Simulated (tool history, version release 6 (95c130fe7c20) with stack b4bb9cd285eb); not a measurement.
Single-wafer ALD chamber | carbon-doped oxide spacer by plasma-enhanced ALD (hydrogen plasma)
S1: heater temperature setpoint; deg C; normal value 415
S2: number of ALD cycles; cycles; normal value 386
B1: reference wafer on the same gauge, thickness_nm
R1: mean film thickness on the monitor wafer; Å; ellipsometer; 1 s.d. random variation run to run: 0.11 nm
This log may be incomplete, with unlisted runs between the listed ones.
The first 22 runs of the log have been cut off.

run,hour,S1,S2,B1,R1
23,1718.5,415,386,16.595,193.91
24,1770.1,415,340,16.583,171.33
# hour 1807.4: gauge calibrated
25,1842.8,415,444,16.591,222.35
26,1931.1,430,362,16.597,174.85
27,2013.8,415,321,16.576,160.58
28,2095.4,430,362,16.577,174.93
29,2180.2,424,362,16.602,178.79
30,2286.9,421,332,16.601,162.86
31,2393.5,405,356,16.615,182.64
32,2442.7,415,444,16.601,219.63
33,2508.3,422,438,16.589,216.46
34,2567.8,415,436,16.583,220.44
35,2644.1,415,332,16.594,166.39

Here are 5 independent what-if runs from the current tool condition. What would each one return?
A,2645.1,410,386,?,?
B,2645.1,407,418,?,?
C,2645.1,402,354,?,?
D,2645.1,415,462,?,?
E,2645.1,421,311,?,?

run,B1,R1
A,16.607,195.23
B,16.607,213.15
C,16.607,182.95
D,16.607,230.49
E,16.607,152.58
Stripped of hidden state, with their random variation kept, the same runs would have yielded:
run,R1
A,195.23
B,213.15
C,182.95
D,230.49
E,152.58
